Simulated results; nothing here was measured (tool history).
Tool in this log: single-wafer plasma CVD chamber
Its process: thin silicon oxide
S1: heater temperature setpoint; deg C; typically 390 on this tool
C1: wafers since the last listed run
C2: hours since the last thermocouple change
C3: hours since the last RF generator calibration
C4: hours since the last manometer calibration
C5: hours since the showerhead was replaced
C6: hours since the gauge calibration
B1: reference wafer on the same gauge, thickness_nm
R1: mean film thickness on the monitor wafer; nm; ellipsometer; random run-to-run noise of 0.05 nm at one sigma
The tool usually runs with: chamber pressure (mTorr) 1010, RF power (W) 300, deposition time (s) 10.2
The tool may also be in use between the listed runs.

Run 1, hour 0: usual settings but RF power (W) 275; C1 0; C2 1465.8; C3 1394.3; C4 1798.8; C5 3615.6; C6 268.8; B1 17.898. Result: R1 19.218 nm.
Run 2, hour 6.7: usual settings but RF power (W) 275; C1 133; C2 1472.5; C3 1401; C4 1805.5; C5 3622.3; C6 275.5; B1 17.903. Result: R1 19.218 nm.
Run 3, hour 16.9: usual settings but S1 381 deg C; C1 202; C2 1482.7; C3 1411.2; C4 1815.7; C5 3632.5; C6 285.7; B1 17.889. Result: R1 20.353 nm.
Run 4, hour 30.2: usual settings; C1 264; C2 1496; C3 1424.5; C4 1829; C5 3645.8; C6 299; B1 17.91. Result: R1 20.085 nm.
Run 5, hour 45.6: usual settings; C1 306; C2 1511.4; C3 1439.9; C4 1844.4; C5 3661.2; C6 314.4; B1 17.898. Result: R1 20.287 nm.
Run 6, hour 63.3: usual settings but chamber pressure (mTorr) 840; C1 351; C2 1529.1; C3 1457.6; C4 1862.1; C5 3678.9; C6 332.1; B1 17.902. Result: R1 18.286 nm.
At hour 70.3: gauge calibrated.
Run 7, hour 71.5: usual settings but chamber pressure (mTorr) 840; C1 162; C2 1537.3; C3 1465.8; C4 1870.3; C5 3687.1; C6 1.2; B1 17.9. Result: R1 18.346 nm.
Run 8, hour 86.8: usual settings but chamber pressure (mTorr) 840; C1 304; C2 1552.6; C3 1481.1; C4 1885.6; C5 3702.4; C6 16.5; B1 17.899. Result: R1 18.237 nm.
Run 9, hour 102.1: usual settings but chamber pressure (mTorr) 950; C1 304; C2 1567.9; C3 1496.4; C4 1900.9; C5 3717.7; C6 31.8; B1 17.9. Result: R1 19.639 nm.
Run 10, hour 117.3: usual settings but chamber pressure (mTorr) 950; C1 302; C2 1583.1; C3 1511.6; C4 1916.1; C5 3732.9; C6 47; B1 17.897. Result: R1 19.588 nm.
Run 11, hour 124.2: usual settings; C1 137; C2 1590; C3 1518.5; C4 1923; C5 3739.8; C6 53.9; B1 17.899. Result: R1 20.201 nm.
Run 12, hour 130.9: usual settings but chamber pressure (mTorr) 820; C1 133; C2 1596.7; C3 1525.2; C4 1929.7; C5 3746.5; C6 60.6; B1 17.904. Result: R1 17.96 nm.
Run 13, hour 137.8: usual settings; C1 137; C2 1603.6; C3 1532.1; C4 1936.6; C5 3753.4; C6 67.5; B1 17.898. Result: R1 20.244 nm.
Run 14, hour 151: usual settings but S1 396 deg C, chamber pressure (mTorr) 870; C1 262; C2 1616.8; C3 1545.3; C4 1949.8; C5 3766.6; C6 80.7; B1 17.904. Result: R1 18.488 nm.
Run 15, hour 160.8: usual settings but S1 397 deg C, chamber pressure (mTorr) 870, deposition time (s) 11.2; C1 194; C2 1626.6; C3 1555.1; C4 1959.6; C5 3776.4; C6 90.5; B1 17.908. Result: R1 20.353 nm.
Run 16, hour 173.1: usual settings but chamber pressure (mTorr) 810; C1 244; C2 1638.9; C3 1567.4; C4 1971.9; C5 3788.7; C6 102.8; B1 17.906. Result: R1 17.876 nm.
Run 17, hour 190.2: usual settings; C1 339; C2 1656; C3 1584.5; C4 1989; C5 3805.8; C6 119.9; B1 17.899. Result: R1 20.201 nm.
At hour 203: showerhead replaced.
Run 18, hour 203.5: usual settings but S1 378 deg C; C1 105; C2 1669.3; C3 1597.8; C4 2002.3; C5 0.5; C6 133.2; B1 17.91. Result: R1 20.267 nm.
At hour 214.8: thermocouple changed; heater temperature recalibrated.
Run 19, hour 248.3: usual settings but S1 378 deg C, chamber pressure (mTorr) 870, RF power (W) 335, deposition time (s) 9.6; C1 731; C2 33.5; C3 1642.6; C4 2047.1; C5 45.3; C6 178; B1 17.9. Result: R1 18.7 nm.
At hour 256.4: RF generator calibrated.
Run 20, hour 258.5: usual settings; C1 43; C2 43.7; C3 2.1; C4 2057.3; C5 55.5; C6 188.2; B1 17.908. Result: R1 20.991 nm.
Run 21, hour 264.8: usual settings but chamber pressure (mTorr) 1160, RF power (W) 265, deposition time (s) 12; C1 125; C2 50; C3 8.4; C4 2063.6; C5 61.8; C6 194.5; B1 17.898. Result: R1 24.641 nm.
Run 22, hour 271.4: usual settings but deposition time (s) 10.9; C1 131; C2 56.6; C3 15; C4 2070.2; C5 68.4; C6 201.1; B1 17.901. Result: R1 22.43 nm.
At hour 279.7: capacitance manometer re-zeroed and calibrated.
Run 23, hour 321.7: usual settings but chamber pressure (mTorr) 790, RF power (W) 275; C1 840; C2 106.9; C3 65.3; C4 42; C5 118.7; C6 251.4; B1 17.894. Result: R1 17.465 nm.
Run 24, hour 333: usual settings; C1 224; C2 118.2; C3 76.6; C4 53.3; C5 130; C6 262.7; B1 17.894. Result: R1 20.879 nm.
Run 25, hour 343.7: usual settings but RF power (W) 275; C1 212; C2 128.9; C3 87.3; C4 64; C5 140.7; C6 273.4; B1 17.902. Result: R1 19.909 nm.
Run 26, hour 352.7: usual settings but deposition time (s) 11.6; C1 178; C2 137.9; C3 96.3; C4 73; C5 149.7; C6 282.4; B1 17.905. Result: R1 23.755 nm.
Run 27, hour 362.2: usual settings but S1 385 deg C, chamber pressure (mTorr) 940, RF power (W) 355, deposition time (s) 10.8; C1 188; C2 147.4; C3 105.8; C4 82.5; C5 159.2; C6 291.9; B1 17.903. Result: R1 23.246 nm.
Run 28, hour 368.5: usual settings but S1 378 deg C; C1 125; C2 153.7; C3 112.1; C4 88.8; C5 165.5; C6 298.2; B1 17.896. Result: R1 20.975 nm.

Below are 5 alternative next runs, each starting from the tool's condition after run 28. Predict each:
Run A, hour 368.9: usual settings; C1 7; C2 154.1; C3 112.5; C4 89.2; C5 165.9; C6 298.6; B1 ?. Result: R1 ?.
Run B, hour 368.9: usual settings but chamber pressure (mTorr) 780; C1 7; C2 154.1; C3 112.5; C4 89.2; C5 165.9; C6 298.6; B1 ?. Result: R1 ?.
Run C, hour 368.9: usual settings but S1 404 deg C, chamber pressure (mTorr) 930, RF power (W) 335; C1 7; C2 154.1; C3 112.5; C4 89.2; C5 165.9; C6 298.6; B1 ?. Result: R1 ?.
Run D, hour 368.9: usual settings but chamber pressure (mTorr) 930, RF power (W) 345, deposition time (s) 12.1; C1 7; C2 154.1; C3 112.5; C4 89.2; C5 165.9; C6 298.6; B1 ?. Result: R1 ?.
Run E, hour 368.9: usual settings but deposition time (s) 11.8; C1 7; C2 154.1; C3 112.5; C4 89.2; C5 165.9; C6 298.6; B1 ?. Result: R1 ?.

run      B1      R1
  A  17.908  20.741
  B  17.908  17.973
  C  17.908  20.787
  D  17.908  25.264
  E  17.908  23.985
The same runs, with their run-to-run variation unchanged, on a tool lacking any hidden condition would have given:
run      R1
  A  21.052
  B  18.242
  C   21.08
  D   25.62
  E  24.344
